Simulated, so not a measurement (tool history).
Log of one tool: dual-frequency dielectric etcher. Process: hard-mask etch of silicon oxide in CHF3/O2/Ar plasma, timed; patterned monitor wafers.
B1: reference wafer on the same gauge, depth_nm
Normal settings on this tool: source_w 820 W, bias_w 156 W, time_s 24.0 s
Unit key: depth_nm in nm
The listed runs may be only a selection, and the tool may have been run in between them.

{"run": 1, "day": 0.0, "source_w": 820, "bias_w": 156, "time_s": 24.0, "B1": 48.9, "depth_nm": 51.9}
{"run": 2, "day": 2.35, "source_w": 820, "bias_w": 156, "time_s": 24.0, "B1": 49.1, "depth_nm": 53.1}
{"day": 5.142, "done": "gauge calibrated"}
{"run": 3, "day": 5.188, "source_w": 820, "bias_w": 156, "time_s": 28.5, "B1": 49.0, "depth_nm": 62.5}
{"run": 4, "day": 7.954, "source_w": 820, "bias_w": 156, "time_s": 24.0, "B1": 49.0, "depth_nm": 53.3}
{"run": 5, "day": 10.258, "source_w": 820, "bias_w": 156, "time_s": 24.0, "B1": 49.0, "depth_nm": 53.4}
{"run": 6, "day": 12.629, "source_w": 820, "bias_w": 156, "time_s": 24.0, "B1": 49.0, "depth_nm": 54.2}
{"run": 7, "day": 13.992, "source_w": 820, "bias_w": 146, "time_s": 24.0, "B1": 49.0, "depth_nm": 52.7}
{"run": 8, "day": 15.492, "source_w": 820, "bias_w": 156, "time_s": 24.0, "B1": 49.0, "depth_nm": 54.6}
{"day": 17.079, "done": "source power generator calibrated"}
{"run": 9, "day": 18.408, "source_w": 820, "bias_w": 156, "time_s": 24.0, "B1": 48.9, "depth_nm": 54.5}
{"day": 20.546, "done": "upper electrode replaced, of another model than before"}
{"run": 10, "day": 20.779, "source_w": 820, "bias_w": 156, "time_s": 24.0, "B1": 49.0, "depth_nm": 54.8}
{"run": 11, "day": 23.504, "source_w": 820, "bias_w": 156, "time_s": 24.0, "B1": 49.1, "depth_nm": 54.5}
{"day": 24.867, "done": "wet clean of the chamber"}
{"run": 12, "day": 25.983, "source_w": 820, "bias_w": 156, "time_s": 22.0, "B1": 49.0, "depth_nm": 47.6}
{"run": 13, "day": 27.75, "source_w": 640, "bias_w": 174, "time_s": 24.0, "B1": 49.0, "depth_nm": 52.1}
{"run": 14, "day": 30.546, "source_w": 720, "bias_w": 120, "time_s": 26.0, "B1": 49.0, "depth_nm": 45.4}
{"run": 15, "day": 34.525, "source_w": 900, "bias_w": 156, "time_s": 27.5, "B1": 49.0, "depth_nm": 62.9}
{"run": 16, "day": 36.954, "source_w": 820, "bias_w": 156, "time_s": 24.0, "B1": 49.0, "depth_nm": 53.4}
{"day": 37.608, "done": "bias power generator calibrated"}
{"run": 17, "day": 38.917, "source_w": 820, "bias_w": 173, "time_s": 24.0, "B1": 49.0, "depth_nm": 57.5}
{"day": 40.642, "done": "gauge calibrated"}
{"run": 18, "day": 41.888, "source_w": 820, "bias_w": 156, "time_s": 24.0, "B1": 49.0, "depth_nm": 53.6}

Run 19 is up next; what results do you expect?
{"run": 19, "day": 43.812, "source_w": 820, "bias_w": 130, "time_s": 24.0, "B1": "?", "depth_nm": "?"}

Run 19 measured B1 49.1, depth_nm 48.3 nm.
Were there no unlogged condition in the tool, this run, its random variation unchanged, would have produced depth_nm 46.3 nm.
